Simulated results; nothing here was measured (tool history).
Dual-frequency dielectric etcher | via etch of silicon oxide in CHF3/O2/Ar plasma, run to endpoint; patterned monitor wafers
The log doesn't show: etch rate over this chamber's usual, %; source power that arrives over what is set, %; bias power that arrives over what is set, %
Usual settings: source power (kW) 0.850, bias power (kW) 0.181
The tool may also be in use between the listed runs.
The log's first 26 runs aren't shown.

run,hour,source power (kW),bias power (kW),wafers since the last listed run,hours since the last wet clean,hours since the last source power generator calibration,hours since the last bias power generator calibration,hours since the last upper electrode change,"incoming incoming film thickness, nm",endpoint time (s)
27,1825.4,0.850,0.181,261,451.4,1148.0,1119.7,997.9,473.2,208.0
# hour 1889.1: wet clean of the chamber
28,1889.6,0.970,0.200,195,0.5,1212.2,1183.9,1062.1,472.9,190.4
29,1927.2,1.050,0.181,183,38.1,1249.8,1221.5,1099.7,473.1,191.4
30,2018.8,1.050,0.217,446,129.7,1341.4,1313.1,1191.3,473.7,185.0
31,2091.4,0.850,0.181,353,202.3,1414.0,1385.7,1263.9,473.1,203.5
32,2195.8,0.990,0.136,508,306.7,1518.4,1490.1,1368.3,471.7,217.4
33,2300.8,0.740,0.195,511,411.7,1623.4,1595.1,1473.3,470.5,209.6
34,2337.0,0.650,0.155,176,447.9,1659.6,1631.3,1509.5,471.0,228.5
35,2448.8,0.850,0.181,544,559.7,1771.4,1743.1,1621.3,467.0,207.2
36,2499.1,0.990,0.181,245,610.0,1821.7,1793.4,1671.6,473.7,202.1

3 ways to go on from here, each from the tool as it stands after run 36. What would each give?
A,2499.6,0.850,0.160,2,610.5,1822.2,1793.9,1672.1,472.4,?
B,2499.6,0.750,0.161,2,610.5,1822.2,1793.9,1672.1,472.4,?
C,2499.6,0.940,0.181,2,610.5,1822.2,1793.9,1672.1,472.4,?

run,endpoint time (s)
A,217.7
B,222.4
C,205.6
Without the tool's hidden state the same runs would have given:
run,endpoint time (s)
A,204.5
B,209.0
C,193.1
